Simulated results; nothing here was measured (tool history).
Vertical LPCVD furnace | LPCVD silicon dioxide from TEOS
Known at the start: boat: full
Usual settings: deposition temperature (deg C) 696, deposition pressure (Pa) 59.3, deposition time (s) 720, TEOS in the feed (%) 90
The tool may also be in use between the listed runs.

run,day,deposition temperature (deg C),deposition pressure (Pa),deposition time (s),TEOS in the feed (%),"read-back reference wafer on the same gauge, thickness",film thickness on the monitor wafer in the middle of the boat (nm)
1,0,696,59.3,570,90,121.96,108.76
# day 1.121: gauge calibrated
2,1.254,696,59.3,570,90,122.05,109.01
3,1.829,696,59.3,570,90,122,109.29
# day 3.712: TEOS flow controller replaced
4,3.733,700,68,720,90,121.97,163.55
5,4.608,700,68,720,90,121.97,163.35
6,5.117,700,68,720,90,122.07,161.68
7,6.467,696,59.3,720,90,122.02,139.48
8,7.008,696,59.3,720,90,122.13,138.35
9,7.588,696,59.3,720,90,121.94,137.47
10,8.708,696,59.3,540,90,121.98,103.67
11,9.688,691,59.3,990,97,122.02,175.54
# day 11.317: thermocouples replaced and temperature profile calibrated
12,11.338,696,70,720,75,122.05,123.45
13,11.871,706,69.3,900,83,122.01,204.37
14,12.508,696,59.3,720,90,122.1,124.31
# day 13.858: pressure gauge zeroed
15,13.879,696,52.7,450,90,121.95,73.15
16,14.625,704,74,810,78,122.01,176.1
17,15.475,696,59.3,720,90,121.99,123.66
18,16.875,696,59.3,720,90,122.05,123.87
19,17.562,696,59.3,720,90,121.99,124.64
20,18.733,696,52.7,900,90,122,147
21,19.667,693,72.7,540,76,122.03,89.92
22,20.738,696,59.3,720,90,122,124.33
23,21.517,696,59.3,570,90,122.05,99.23
24,22.412,685,50.7,720,97,121.85,92.3
25,23.438,696,59.3,720,90,122.09,125.62
26,24.808,696,64,720,82,121.85,123.7
27,25.592,696,74,720,96,121.95,145.18
28,26.317,700,63.3,510,97,121.97,105.95
29,27.267,696,59.3,720,90,121.95,126.06
30,27.829,696,59.3,720,90,122.02,125.91
31,28.912,696,59.3,720,73,122.05,112.64
32,30.004,696,59.3,810,90,121.93,142.41

Forecast each of these 3 alternatives for the next run:
A,30.196,696,52.7,720,90,?,?
B,30.196,704,59.3,720,97,?,?
C,30.196,696,70.7,810,97,?,?

run,"read-back reference wafer on the same gauge, thickness",film thickness on the monitor wafer in the middle of the boat (nm)
A,122.07,117.86
B,122.07,156.35
C,122.07,159.44
Without the tool's hidden state the same runs would have given:
run,film thickness on the monitor wafer in the middle of the boat (nm)
A,114.56
B,152.06
C,154.99
